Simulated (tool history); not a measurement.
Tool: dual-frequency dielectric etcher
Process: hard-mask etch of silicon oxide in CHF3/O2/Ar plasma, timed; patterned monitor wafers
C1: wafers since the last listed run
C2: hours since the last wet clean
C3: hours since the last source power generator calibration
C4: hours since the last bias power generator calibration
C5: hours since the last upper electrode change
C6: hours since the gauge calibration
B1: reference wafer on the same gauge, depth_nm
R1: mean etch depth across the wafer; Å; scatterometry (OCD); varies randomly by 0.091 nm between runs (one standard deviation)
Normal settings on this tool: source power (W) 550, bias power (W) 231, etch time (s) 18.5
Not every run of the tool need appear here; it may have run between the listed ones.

{"run": 1, "day": 0.0, "source power (W)": 550, "bias power (W)": 231, "etch time (s)": 18.5, "C1": 0, "C2": 640.3, "C3": 1923.0, "C4": 3424.2, "C5": 3295.8, "C6": 636.5, "B1": 46.21, "R1": 366.4}
{"day": 2.146, "done": "wet clean of the chamber"}
{"run": 2, "day": 2.483, "source power (W)": 550, "bias power (W)": 231, "etch time (s)": 18.5, "C1": 719, "C2": 8.1, "C3": 1982.6, "C4": 3483.8, "C5": 3355.4, "C6": 696.1, "B1": 46.2, "R1": 378.0}
{"run": 3, "day": 4.429, "source power (W)": 550, "bias power (W)": 231, "etch time (s)": 18.5, "C1": 943, "C2": 54.8, "C3": 2029.3, "C4": 3530.5, "C5": 3402.1, "C6": 742.8, "B1": 46.18, "R1": 375.5}
{"run": 4, "day": 6.438, "source power (W)": 550, "bias power (W)": 231, "etch time (s)": 18.5, "C1": 973, "C2": 103.0, "C3": 2077.5, "C4": 3578.7, "C5": 3450.3, "C6": 791.0, "B1": 46.18, "R1": 373.9}
{"run": 5, "day": 8.354, "source power (W)": 550, "bias power (W)": 231, "etch time (s)": 22.0, "C1": 929, "C2": 149.0, "C3": 2123.5, "C4": 3624.7, "C5": 3496.3, "C6": 837.0, "B1": 46.19, "R1": 445.1}
{"run": 6, "day": 12.812, "source power (W)": 550, "bias power (W)": 231, "etch time (s)": 22.0, "C1": 2161, "C2": 256.0, "C3": 2230.5, "C4": 3731.7, "C5": 3603.3, "C6": 944.0, "B1": 46.19, "R1": 441.7}
{"run": 7, "day": 16.829, "source power (W)": 550, "bias power (W)": 231, "etch time (s)": 22.0, "C1": 1947, "C2": 352.4, "C3": 2326.9, "C4": 3828.1, "C5": 3699.7, "C6": 1040.4, "B1": 46.2, "R1": 438.8}
{"run": 8, "day": 19.683, "source power (W)": 550, "bias power (W)": 231, "etch time (s)": 21.0, "C1": 1383, "C2": 420.9, "C3": 2395.4, "C4": 3896.6, "C5": 3768.2, "C6": 1108.9, "B1": 46.2, "R1": 418.3}
{"run": 9, "day": 21.433, "source power (W)": 550, "bias power (W)": 231, "etch time (s)": 21.0, "C1": 848, "C2": 462.9, "C3": 2437.4, "C4": 3938.6, "C5": 3810.2, "C6": 1150.9, "B1": 46.2, "R1": 417.9}
{"run": 10, "day": 24.896, "source power (W)": 550, "bias power (W)": 231, "etch time (s)": 18.5, "C1": 1678, "C2": 546.0, "C3": 2520.5, "C4": 4021.7, "C5": 3893.3, "C6": 1234.0, "B1": 46.18, "R1": 364.8}
{"day": 25.154, "done": "bias power generator calibrated"}
{"day": 28.333, "done": "wet clean of the chamber"}
{"run": 11, "day": 28.354, "source power (W)": 550, "bias power (W)": 231, "etch time (s)": 18.5, "C1": 1111, "C2": 0.5, "C3": 2603.5, "C4": 76.8, "C5": 3976.3, "C6": 1317.0, "B1": 46.2, "R1": 380.6}
{"run": 12, "day": 29.942, "source power (W)": 550, "bias power (W)": 231, "etch time (s)": 18.5, "C1": 769, "C2": 38.6, "C3": 2641.6, "C4": 114.9, "C5": 4014.4, "C6": 1355.1, "B1": 46.18, "R1": 380.1}
{"run": 13, "day": 32.517, "source power (W)": 550, "bias power (W)": 231, "etch time (s)": 20.0, "C1": 1248, "C2": 100.4, "C3": 2703.4, "C4": 176.7, "C5": 4076.2, "C6": 1416.9, "B1": 46.2, "R1": 408.4}
{"day": 35.892, "done": "source power generator calibrated"}
{"run": 14, "day": 36.2, "source power (W)": 470, "bias power (W)": 247, "etch time (s)": 24.0, "C1": 1705, "C2": 188.8, "C3": 7.4, "C4": 265.1, "C5": 4164.6, "C6": 1505.3, "B1": 46.19, "R1": 478.0}
{"day": 38.867, "done": "upper electrode replaced"}
{"run": 15, "day": 38.888, "source power (W)": 550, "bias power (W)": 231, "etch time (s)": 22.0, "C1": 818, "C2": 253.3, "C3": 71.9, "C4": 329.6, "C5": 0.5, "C6": 1569.8, "B1": 46.21, "R1": 453.6}
{"run": 16, "day": 39.708, "source power (W)": 550, "bias power (W)": 231, "etch time (s)": 18.5, "C1": 397, "C2": 273.0, "C3": 91.6, "C4": 349.3, "C5": 20.2, "C6": 1589.5, "B1": 46.2, "R1": 382.1}
{"day": 41.821, "done": "gauge calibrated"}
{"run": 17, "day": 44.004, "source power (W)": 610, "bias power (W)": 207, "etch time (s)": 21.0, "C1": 2082, "C2": 376.1, "C3": 194.7, "C4": 452.4, "C5": 123.3, "C6": 52.4, "B1": 46.19, "R1": 437.3}
{"run": 18, "day": 45.888, "source power (W)": 550, "bias power (W)": 231, "etch time (s)": 18.5, "C1": 913, "C2": 421.3, "C3": 239.9, "C4": 497.6, "C5": 168.5, "C6": 97.6, "B1": 46.2, "R1": 376.2}
{"run": 19, "day": 47.846, "source power (W)": 550, "bias power (W)": 231, "etch time (s)": 18.5, "C1": 949, "C2": 468.3, "C3": 286.9, "C4": 544.6, "C5": 215.5, "C6": 144.6, "B1": 46.18, "R1": 376.2}
{"run": 20, "day": 49.496, "source power (W)": 550, "bias power (W)": 231, "etch time (s)": 18.5, "C1": 800, "C2": 507.9, "C3": 326.5, "C4": 584.2, "C5": 255.1, "C6": 184.2, "B1": 46.2, "R1": 375.8}
{"day": 50.671, "done": "wet clean of the chamber"}
{"run": 21, "day": 53.308, "source power (W)": 480, "bias power (W)": 216, "etch time (s)": 16.5, "C1": 1363, "C2": 63.3, "C3": 418.0, "C4": 675.7, "C5": 346.6, "C6": 275.7, "B1": 46.19, "R1": 316.0}
{"run": 22, "day": 57.717, "source power (W)": 610, "bias power (W)": 231, "etch time (s)": 18.5, "C1": 2137, "C2": 169.1, "C3": 523.8, "C4": 781.5, "C5": 452.4, "C6": 381.5, "B1": 46.17, "R1": 391.7}
{"run": 23, "day": 60.042, "source power (W)": 470, "bias power (W)": 231, "etch time (s)": 18.5, "C1": 1127, "C2": 224.9, "C3": 579.6, "C4": 837.3, "C5": 508.2, "C6": 437.3, "B1": 46.21, "R1": 352.6}
{"run": 24, "day": 62.896, "source power (W)": 550, "bias power (W)": 231, "etch time (s)": 15.5, "C1": 1383, "C2": 293.4, "C3": 648.1, "C4": 905.8, "C5": 576.7, "C6": 505.8, "B1": 46.2, "R1": 314.1}
{"run": 25, "day": 66.371, "source power (W)": 670, "bias power (W)": 248, "etch time (s)": 15.0, "C1": 1684, "C2": 376.8, "C3": 731.5, "C4": 989.2, "C5": 660.1, "C6": 589.2, "B1": 46.19, "R1": 331.7}

Forecast each of these 4 alternatives for the next run:
{"run": "A", "day": 66.388, "source power (W)": 550, "bias power (W)": 231, "etch time (s)": 18.5, "C1": 8, "C2": 377.2, "C3": 731.9, "C4": 989.6, "C5": 660.5, "C6": 589.6, "B1": "?", "R1": "?"}
{"run": "B", "day": 66.388, "source power (W)": 430, "bias power (W)": 199, "etch time (s)": 14.0, "C1": 8, "C2": 377.2, "C3": 731.9, "C4": 989.6, "C5": 660.5, "C6": 589.6, "B1": "?", "R1": "?"}
{"run": "C", "day": 66.388, "source power (W)": 550, "bias power (W)": 182, "etch time (s)": 20.5, "C1": 8, "C2": 377.2, "C3": 731.9, "C4": 989.6, "C5": 660.5, "C6": 589.6, "B1": "?", "R1": "?"}
{"run": "D", "day": 66.388, "source power (W)": 490, "bias power (W)": 183, "etch time (s)": 14.5, "C1": 8, "C2": 377.2, "C3": 731.9, "C4": 989.6, "C5": 660.5, "C6": 589.6, "B1": "?", "R1": "?"}

run=A B1=46.22 R1=372.2
run=B B1=46.22 R1=246.9
run=C B1=46.22 R1=389.6
run=D B1=46.22 R1=263.8
Stripped of hidden state, with their random variation kept, the same runs would have yielded:
run=A R1=385.6
run=B R1=255.8
run=C R1=403.7
run=D R1=273.3

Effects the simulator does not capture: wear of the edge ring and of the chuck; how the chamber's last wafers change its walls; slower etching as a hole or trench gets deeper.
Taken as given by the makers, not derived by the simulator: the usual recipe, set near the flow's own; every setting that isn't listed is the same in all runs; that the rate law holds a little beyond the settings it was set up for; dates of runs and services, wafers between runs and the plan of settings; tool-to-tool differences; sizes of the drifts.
